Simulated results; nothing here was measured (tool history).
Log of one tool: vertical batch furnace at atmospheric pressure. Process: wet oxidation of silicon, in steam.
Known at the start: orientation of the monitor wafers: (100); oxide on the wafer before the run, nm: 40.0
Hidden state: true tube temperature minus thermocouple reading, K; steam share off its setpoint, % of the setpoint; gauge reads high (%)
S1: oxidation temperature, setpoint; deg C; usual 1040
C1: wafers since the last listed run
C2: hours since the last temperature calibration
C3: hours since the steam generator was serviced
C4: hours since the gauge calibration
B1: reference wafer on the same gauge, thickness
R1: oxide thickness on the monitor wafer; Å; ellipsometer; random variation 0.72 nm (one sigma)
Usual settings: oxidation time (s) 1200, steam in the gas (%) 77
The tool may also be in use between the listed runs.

Run 1, day 0: usual settings but S1 1025 deg C; C1 0; C2 2531.8; C3 2830.2; C4 156.8; B1 292.95. Result: R1 2201 Å.
Run 2, day 0.717: usual settings but S1 1025 deg C; C1 300; C2 2549; C3 2847.4; C4 174; B1 293.39. Result: R1 2207 Å.
Run 3, day 1.529: usual settings but oxidation time (s) 1470, steam in the gas (%) 80; C1 340; C2 2568.5; C3 2866.9; C4 193.5; B1 292.93. Result: R1 2827.6 Å.
Run 4, day 2.183: usual settings but oxidation time (s) 1470, steam in the gas (%) 80; C1 274; C2 2584.2; C3 2882.6; C4 209.2; B1 292.96. Result: R1 2848.6 Å.
Run 5, day 4.671: usual settings but oxidation time (s) 1470, steam in the gas (%) 80; C1 1043; C2 2643.9; C3 2942.3; C4 268.9; B1 293.09. Result: R1 2821.6 Å.
Run 6, day 5.238: usual settings but oxidation time (s) 1410, steam in the gas (%) 68; C1 237; C2 2657.5; C3 2955.9; C4 282.5; B1 292.86. Result: R1 2491.4 Å.
Run 7, day 5.771: usual settings but oxidation time (s) 1410, steam in the gas (%) 68; C1 223; C2 2670.3; C3 2968.7; C4 295.3; B1 292.83. Result: R1 2491.8 Å.
Run 8, day 6.412: usual settings but oxidation time (s) 1410, steam in the gas (%) 68; C1 269; C2 2685.7; C3 2984.1; C4 310.7; B1 293. Result: R1 2509.4 Å.
At day 8.179: thermocouples replaced and temperature profile calibrated.
Run 9, day 8.2: usual settings; C1 330; C2 0.5; C3 3027; C4 353.6; B1 293.04. Result: R1 2433.6 Å.
At day 10.521: steam generator serviced.
Run 10, day 10.542: usual settings; C1 563; C2 56.7; C3 0.5; C4 409.8; B1 292.86. Result: R1 2375 Å.
Run 11, day 10.75: usual settings but steam in the gas (%) 69; C1 87; C2 61.7; C3 5.5; C4 414.8; B1 293.14. Result: R1 2212.9 Å.
Run 12, day 10.992: usual settings but oxidation time (s) 1380; C1 101; C2 67.5; C3 11.3; C4 420.6; B1 293.1. Result: R1 2581.3 Å.
At day 10.996: gauge calibrated.
Run 13, day 11.833: usual settings but oxidation time (s) 1380; C1 353; C2 87.7; C3 31.5; C4 20.1; B1 292.97. Result: R1 2581.6 Å.
Run 14, day 12.471: usual settings but steam in the gas (%) 70; C1 267; C2 103; C3 46.8; C4 35.4; B1 293.09. Result: R1 2231.6 Å.
Run 15, day 12.9: usual settings but S1 1062 deg C, oxidation time (s) 1740, steam in the gas (%) 69; C1 180; C2 113.3; C3 57.1; C4 45.7; B1 292.99. Result: R1 3194.4 Å.
Run 16, day 13.508: usual settings but oxidation time (s) 780; C1 255; C2 127.9; C3 71.7; C4 60.3; B1 293.04. Result: R1 1808.2 Å.
Run 17, day 13.9: usual settings but oxidation time (s) 900; C1 164; C2 137.3; C3 81.1; C4 69.7; B1 292.97. Result: R1 1982.3 Å.
Run 18, day 14.275: usual settings but S1 1049 deg C, oxidation time (s) 1590, steam in the gas (%) 73; C1 157; C2 146.3; C3 90.1; C4 78.7; B1 293.02. Result: R1 2879.2 Å.
Run 19, day 15.142: usual settings but S1 1061 deg C, oxidation time (s) 1740, steam in the gas (%) 69; C1 363; C2 167.1; C3 110.9; C4 99.5; B1 292.78. Result: R1 3176.6 Å.
Run 20, day 17.021: usual settings but S1 1022 deg C, steam in the gas (%) 82; C1 788; C2 212.2; C3 156; C4 144.6; B1 292.97. Result: R1 2163 Å.
Run 21, day 17.517: usual settings but S1 1029 deg C, oxidation time (s) 690, steam in the gas (%) 87; C1 208; C2 224.1; C3 167.9; C4 156.5; B1 292.75. Result: R1 1669.6 Å.
Run 22, day 17.929: usual settings but oxidation time (s) 1350, steam in the gas (%) 83; C1 173; C2 234; C3 177.8; C4 166.4; B1 292.95. Result: R1 2660.6 Å.
At day 18.946: steam generator serviced, repeated, since the last time left the tool worse.
Run 23, day 18.967: usual settings but oxidation time (s) 660; C1 15; C2 258.9; C3 0.5; C4 191.3; B1 293.07. Result: R1 1740.2 Å.
Run 24, day 19.292: usual settings but S1 1027 deg C, steam in the gas (%) 73; C1 136; C2 266.7; C3 8.3; C4 199.1; B1 293.29. Result: R1 2226.8 Å.
Run 25, day 19.604: usual settings; C1 131; C2 274.2; C3 15.8; C4 206.6; B1 293.1. Result: R1 2513.9 Å.
Run 26, day 20.167: usual settings but S1 1027 deg C, oxidation time (s) 1650, steam in the gas (%) 74; C1 236; C2 287.7; C3 29.3; C4 220.1; B1 293.08. Result: R1 2763.1 Å.
Run 27, day 20.683: usual settings but S1 1048 deg C, oxidation time (s) 720, steam in the gas (%) 80; C1 216; C2 300.1; C3 41.7; C4 232.5; B1 292.87. Result: R1 1979.2 Å.
Run 28, day 21.158: usual settings; C1 199; C2 311.5; C3 53.1; C4 243.9; B1 292.76. Result: R1 2528 Å.
Run 29, day 21.608: usual settings but S1 1026 deg C, oxidation time (s) 1770, steam in the gas (%) 72; C1 188; C2 322.3; C3 63.9; C4 254.7; B1 293.2. Result: R1 2801.6 Å.
Run 30, day 22.112: usual settings but oxidation time (s) 1650; C1 211; C2 334.4; C3 76; C4 266.8; B1 293.18. Result: R1 3069.6 Å.
Run 31, day 22.525: usual settings; C1 173; C2 344.3; C3 85.9; C4 276.7; B1 293.3. Result: R1 2503.1 Å.
Run 32, day 22.975: usual settings but S1 1017 deg C, oxidation time (s) 1440, steam in the gas (%) 87; C1 188; C2 355.1; C3 96.7; C4 287.5; B1 292.76. Result: R1 2604.4 Å.
Run 33, day 23.454: usual settings; C1 201; C2 366.6; C3 108.2; C4 299; B1 292.99. Result: R1 2506.2 Å.
Run 34, day 24.975: usual settings but S1 1065 deg C, oxidation time (s) 660; C1 638; C2 403.1; C3 144.7; C4 335.5; B1 293.22. Result: R1 2035.8 Å.
Run 35, day 25.812: usual settings but steam in the gas (%) 86; C1 351; C2 423.2; C3 164.8; C4 355.6; B1 293.15. Result: R1 2698.9 Å.
Run 36, day 26.662: usual settings but oxidation time (s) 840, steam in the gas (%) 68; C1 356; C2 443.6; C3 185.2; C4 376; B1 292.98. Result: R1 1850.3 Å.
Run 37, day 27.146: usual settings; C1 202; C2 455.2; C3 196.8; C4 387.6; B1 293.31. Result: R1 2508.1 Å.
Run 38, day 27.888: usual settings but S1 1025 deg C, steam in the gas (%) 82; C1 311; C2 473; C3 214.6; C4 405.4; B1 293.1. Result: R1 2347 Å.
Run 39, day 28.496: usual settings but S1 1046 deg C, oxidation time (s) 1440, steam in the gas (%) 70; C1 255; C2 487.6; C3 229.2; C4 420; B1 293.08. Result: R1 2747.1 Å.

Forecast each of these 3 alternatives for the next run:
Run A, day 28.708: usual settings but S1 1052 deg C; C1 89; C2 492.7; C3 234.3; C4 425.1; B1 ?. Result: R1 ?.
Run B, day 28.708: usual settings but oxidation time (s) 810, steam in the gas (%) 81; C1 89; C2 492.7; C3 234.3; C4 425.1; B1 ?. Result: R1 ?.
Run C, day 28.708: usual settings but S1 1063 deg C, steam in the gas (%) 88; C1 89; C2 492.7; C3 234.3; C4 425.1; B1 ?. Result: R1 ?.

run      B1      R1
  A  292.99  2683.1
  B  292.99  2008.3
  C  292.99  3109.6
Without the tool's hidden state the same runs would have given:
run      R1
  A  2711.9
  B    2030
  C  3142.3

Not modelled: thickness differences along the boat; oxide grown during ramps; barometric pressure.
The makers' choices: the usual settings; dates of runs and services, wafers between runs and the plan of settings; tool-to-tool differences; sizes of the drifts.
